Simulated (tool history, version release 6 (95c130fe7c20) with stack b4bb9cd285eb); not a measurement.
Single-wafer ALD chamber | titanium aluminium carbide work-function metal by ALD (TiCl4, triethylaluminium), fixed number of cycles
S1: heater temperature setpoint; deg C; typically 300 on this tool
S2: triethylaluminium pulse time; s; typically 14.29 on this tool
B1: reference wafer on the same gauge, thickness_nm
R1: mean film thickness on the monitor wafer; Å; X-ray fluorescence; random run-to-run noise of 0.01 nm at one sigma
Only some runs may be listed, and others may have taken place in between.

run	day	S1	S2	B1	R1
1	0	300	10.37	2.031	20.76
2	1.708	300	10.37	2.033	20.76
3	2.842	300	10.37	2.026	21.07
4	4.988	300	14.29	2.031	21.12
5	6.579	300	14.29	2.028	21.04
6	9.475	289	17.67	2.031	20.01
7	12.217	289	17.67	2.027	20.28
8	14.488	300	14.29	2.03	21.12
# day 15.179: thermocouple changed; heater temperature recalibrated
9	17.471	300	14.29	2.029	21.01
# day 18.842: triethylaluminium bottle replaced
10	18.862	300	14.29	2.031	20.98
11	20.312	300	14.29	2.031	21.13
# day 20.671: gauge calibrated
12	21.429	300	14.29	2.026	20.96
13	23.667	294	19.26	2.028	20.8
14	25.658	296	11.16	2.033	20.5
15	27.092	300	14.29	2.027	21.16
16	28.938	300	14.29	2.029	21.02
17	30.554	310	11.32	2.029	21.74
# day 31.517: showerhead replaced
18	33.192	304	14.29	2.031	21.45
19	35.721	315	16.36	2.028	22.48
20	36.75	311	17.79	2.031	22.12
21	39.112	300	14.29	2.032	20.93
22	41.688	310	9.3	2.031	21.41
23	43.95	314	8.67	2.033	21.52
24	45.025	300	14.29	2.029	21.22
25	47.842	300	14.29	2.03	21.18

What was the tool's hidden state at every run in the log?
wafer temperature above the value expected at the setpoint (K): 0 at every run
triethylaluminium dose above that of a fresh bottle (%): 0 at every run
gauge reads high (%): 0 at every run
